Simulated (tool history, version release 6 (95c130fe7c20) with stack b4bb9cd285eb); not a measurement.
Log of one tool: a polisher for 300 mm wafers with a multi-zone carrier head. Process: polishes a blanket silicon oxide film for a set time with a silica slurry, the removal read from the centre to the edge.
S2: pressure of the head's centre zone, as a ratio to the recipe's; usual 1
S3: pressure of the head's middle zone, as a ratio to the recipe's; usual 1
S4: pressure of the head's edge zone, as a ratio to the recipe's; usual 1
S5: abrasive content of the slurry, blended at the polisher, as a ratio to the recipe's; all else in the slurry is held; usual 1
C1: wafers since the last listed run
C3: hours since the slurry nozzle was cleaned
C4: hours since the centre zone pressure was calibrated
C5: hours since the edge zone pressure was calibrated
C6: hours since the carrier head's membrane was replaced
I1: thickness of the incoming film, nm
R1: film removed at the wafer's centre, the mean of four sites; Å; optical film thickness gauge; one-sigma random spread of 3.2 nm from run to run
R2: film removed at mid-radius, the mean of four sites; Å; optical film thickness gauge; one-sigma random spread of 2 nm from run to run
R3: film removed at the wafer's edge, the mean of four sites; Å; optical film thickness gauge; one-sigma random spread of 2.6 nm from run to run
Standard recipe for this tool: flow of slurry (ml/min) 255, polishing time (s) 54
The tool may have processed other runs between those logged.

{"run": 1, "hour": 0.0, "flow of slurry (ml/min)": 255, "S2": 1, "S3": 1.03, "S4": 1, "S5": 1, "polishing time (s)": 54, "C1": 0, "wafers polished on this pad": 4440, "C3": 329.6, "C4": 597.5, "C5": 514.8, "C6": 1345.3, "I1": 1518.4, "R1": 2509, "R2": 2484, "R3": 2515}
{"hour": 13.1, "done": "worn pad replaced by a new one"}
{"hour": 44.7, "done": "edge zone pressure recalibrated"}
{"run": 2, "hour": 57.2, "flow of slurry (ml/min)": 255, "S2": 1, "S3": 1, "S4": 1, "S5": 0.85, "polishing time (s)": 54, "C1": 378, "wafers polished on this pad": 311, "C3": 386.8, "C4": 654.7, "C5": 12.5, "C6": 1402.5, "I1": 1548.5, "R1": 2291, "R2": 2227, "R3": 2301}
{"hour": 137.0, "done": "carrier head's membrane replaced by a new one"}
{"run": 3, "hour": 147.2, "flow of slurry (ml/min)": 255, "S2": 1, "S3": 1, "S4": 1, "S5": 1, "polishing time (s)": 54, "C1": 629, "wafers polished on this pad": 940, "C3": 476.8, "C4": 744.7, "C5": 102.5, "C6": 10.2, "I1": 1511.1, "R1": 2513, "R2": 2419, "R3": 2473}
{"run": 4, "hour": 190.8, "flow of slurry (ml/min)": 255, "S2": 1, "S3": 0.93, "S4": 1.08, "S5": 0.8, "polishing time (s)": 54, "C1": 322, "wafers polished on this pad": 1263, "C3": 520.4, "C4": 788.3, "C5": 146.1, "C6": 53.8, "I1": 1507.7, "R1": 2206, "R2": 2068, "R3": 2297}
{"run": 5, "hour": 239.5, "flow of slurry (ml/min)": 255, "S2": 1, "S3": 1, "S4": 1, "S5": 1.2, "polishing time (s)": 54, "C1": 360, "wafers polished on this pad": 1624, "C3": 569.1, "C4": 837, "C5": 194.8, "C6": 102.5, "I1": 1510, "R1": 2683, "R2": 2672, "R3": 2653}
{"hour": 309.0, "done": "centre zone pressure recalibrated"}
{"run": 6, "hour": 418.1, "flow of slurry (ml/min)": 305, "S2": 1.04, "S3": 1.05, "S4": 1.06, "S5": 1, "polishing time (s)": 54, "C1": 1306, "wafers polished on this pad": 2931, "C3": 747.7, "C4": 109.1, "C5": 373.4, "C6": 281.1, "I1": 1528.5, "R1": 2625, "R2": 2618, "R3": 2593}
{"run": 7, "hour": 469.2, "flow of slurry (ml/min)": 255, "S2": 1, "S3": 1, "S4": 1, "S5": 1, "polishing time (s)": 60, "C1": 378, "wafers polished on this pad": 3309, "C3": 798.8, "C4": 160.2, "C5": 424.5, "C6": 332.2, "I1": 1521.4, "R1": 2724, "R2": 2719, "R3": 2751}
{"hour": 485.6, "done": "slurry nozzle cleaned"}
{"run": 8, "hour": 525.8, "flow of slurry (ml/min)": 255, "S2": 0.95, "S3": 1, "S4": 0.93, "S5": 1.1, "polishing time (s)": 54, "C1": 411, "wafers polished on this pad": 3720, "C3": 40.2, "C4": 216.8, "C5": 481.1, "C6": 388.8, "I1": 1555.2, "R1": 2488, "R2": 2557, "R3": 2542}
{"run": 9, "hour": 574.1, "flow of slurry (ml/min)": 255, "S2": 1, "S3": 1, "S4": 1, "S5": 1, "polishing time (s)": 54, "C1": 357, "wafers polished on this pad": 4078, "C3": 88.5, "C4": 265.1, "C5": 529.4, "C6": 437.1, "I1": 1514.5, "R1": 2464, "R2": 2435, "R3": 2485}
{"hour": 608.2, "done": "worn pad replaced by a new one"}
{"hour": 612.2, "done": "edge zone pressure recalibrated"}
{"run": 10, "hour": 650.7, "flow of slurry (ml/min)": 255, "S2": 1, "S3": 1.09, "S4": 1, "S5": 1, "polishing time (s)": 65, "C1": 522, "wafers polished on this pad": 299, "C3": 165.1, "C4": 341.7, "C5": 38.5, "C6": 513.7, "I1": 1507.1, "R1": 2985, "R2": 3161, "R3": 2965}
{"run": 11, "hour": 711.4, "flow of slurry (ml/min)": 255, "S2": 1.07, "S3": 0.93, "S4": 1, "S5": 1, "polishing time (s)": 54, "C1": 449, "wafers polished on this pad": 748, "C3": 225.8, "C4": 402.4, "C5": 99.2, "C6": 574.4, "I1": 1522.3, "R1": 2638, "R2": 2318, "R3": 2497}
{"run": 12, "hour": 780.5, "flow of slurry (ml/min)": 200, "S2": 1, "S3": 1, "S4": 1, "S5": 1, "polishing time (s)": 54, "C1": 511, "wafers polished on this pad": 1260, "C3": 294.9, "C4": 471.5, "C5": 168.3, "C6": 643.5, "I1": 1511, "R1": 2367, "R2": 2358, "R3": 2464}
{"run": 13, "hour": 856.8, "flow of slurry (ml/min)": 255, "S2": 1, "S3": 1, "S4": 0.91, "S5": 1, "polishing time (s)": 41, "C1": 564, "wafers polished on this pad": 1825, "C3": 371.2, "C4": 547.8, "C5": 244.6, "C6": 719.8, "I1": 1545.4, "R1": 1850, "R2": 1823, "R3": 1834}
{"run": 14, "hour": 913.7, "flow of slurry (ml/min)": 255, "S2": 1, "S3": 1, "S4": 1, "S5": 1, "polishing time (s)": 54, "C1": 421, "wafers polished on this pad": 2246, "C3": 428.1, "C4": 604.7, "C5": 301.5, "C6": 776.7, "I1": 1539.6, "R1": 2505, "R2": 2452, "R3": 2542}
{"run": 15, "hour": 950.4, "flow of slurry (ml/min)": 255, "S2": 1, "S3": 1, "S4": 1, "S5": 1, "polishing time (s)": 54, "C1": 271, "wafers polished on this pad": 2517, "C3": 464.8, "C4": 641.4, "C5": 338.2, "C6": 813.4, "I1": 1537, "R1": 2472, "R2": 2417, "R3": 2426}
{"run": 16, "hour": 1051.8, "flow of slurry (ml/min)": 255, "S2": 0.91, "S3": 1, "S4": 1, "S5": 1.1, "polishing time (s)": 42, "C1": 750, "wafers polished on this pad": 3268, "C3": 566.2, "C4": 742.8, "C5": 439.6, "C6": 914.8, "I1": 1523.4, "R1": 1861, "R2": 1975, "R3": 2003}
{"hour": 1112.2, "done": "worn pad replaced by a new one"}
{"run": 17, "hour": 1151.9, "flow of slurry (ml/min)": 300, "S2": 1, "S3": 1.09, "S4": 1, "S5": 1, "polishing time (s)": 71, "C1": 711, "wafers polished on this pad": 293, "C3": 666.3, "C4": 842.9, "C5": 539.7, "C6": 1014.9, "I1": 1517.3, "R1": 3272, "R2": 3543, "R3": 3279}
{"hour": 1161.9, "done": "edge zone pressure recalibrated"}
{"run": 18, "hour": 1235.8, "flow of slurry (ml/min)": 285, "S2": 1, "S3": 1, "S4": 1.1, "S5": 1, "polishing time (s)": 54, "C1": 606, "wafers polished on this pad": 899, "C3": 750.2, "C4": 926.8, "C5": 73.9, "C6": 1098.8, "I1": 1523.4, "R1": 2507, "R2": 2489, "R3": 2569}
{"hour": 1261.1, "done": "slurry nozzle cleaned"}
{"run": 19, "hour": 1318.1, "flow of slurry (ml/min)": 255, "S2": 1, "S3": 0.89, "S4": 1, "S5": 1, "polishing time (s)": 54, "C1": 601, "wafers polished on this pad": 1501, "C3": 57, "C4": 1009.1, "C5": 156.2, "C6": 1181.1, "I1": 1542, "R1": 2514, "R2": 2210, "R3": 2480}
{"run": 20, "hour": 1372.6, "flow of slurry (ml/min)": 255, "S2": 1, "S3": 0.89, "S4": 1, "S5": 0.8, "polishing time (s)": 54, "C1": 403, "wafers polished on this pad": 1904, "C3": 111.5, "C4": 1063.6, "C5": 210.7, "C6": 1235.6, "I1": 1525, "R1": 2241, "R2": 1994, "R3": 2249}
{"run": 21, "hour": 1414.6, "flow of slurry (ml/min)": 255, "S2": 1, "S3": 1, "S4": 1, "S5": 1, "polishing time (s)": 39, "C1": 310, "wafers polished on this pad": 2215, "C3": 153.5, "C4": 1105.6, "C5": 252.7, "C6": 1277.6, "I1": 1518.5, "R1": 1776, "R2": 1790, "R3": 1823}

Consider 4 possible next runs. They are alternatives, not a sequence: every one starts from the tool as it was left by run 21. What does each give?
{"run": "A", "hour": 1415.0, "flow of slurry (ml/min)": 255, "S2": 1, "S3": 1, "S4": 1, "S5": 1, "polishing time (s)": 54, "C1": 2, "wafers polished on this pad": 2218, "C3": 153.9, "C4": 1106, "C5": 253.1, "C6": 1278, "I1": 1524.2, "R1": "?", "R2": "?", "R3": "?"}
{"run": "B", "hour": 1415.0, "flow of slurry (ml/min)": 305, "S2": 1, "S3": 1, "S4": 1, "S5": 1.3, "polishing time (s)": 54, "C1": 2, "wafers polished on this pad": 2218, "C3": 153.9, "C4": 1106, "C5": 253.1, "C6": 1278, "I1": 1524.2, "R1": "?", "R2": "?", "R3": "?"}
{"run": "C", "hour": 1415.0, "flow of slurry (ml/min)": 255, "S2": 1, "S3": 0.9, "S4": 1, "S5": 1, "polishing time (s)": 54, "C1": 2, "wafers polished on this pad": 2218, "C3": 153.9, "C4": 1106, "C5": 253.1, "C6": 1278, "I1": 1524.2, "R1": "?", "R2": "?", "R3": "?"}
{"run": "D", "hour": 1415.0, "flow of slurry (ml/min)": 255, "S2": 1, "S3": 1.07, "S4": 1.04, "S5": 0.85, "polishing time (s)": 36, "C1": 2, "wafers polished on this pad": 2218, "C3": 153.9, "C4": 1106, "C5": 253.1, "C6": 1278, "I1": 1524.2, "R1": "?", "R2": "?", "R3": "?"}

run=A R1=2509 R2=2432 R3=2510
run=B R1=2867 R2=2774 R3=2849
run=C R1=2507 R2=2227 R3=2513
run=D R1=1548 R2=1589 R3=1577
Had the tool no hidden state, the same runs would have come out as:
run=A R1=2509 R2=2432 R3=2510
run=B R1=2867 R2=2774 R3=2849
run=C R1=2507 R2=2227 R3=2513
run=D R1=1548 R2=1589 R3=1577
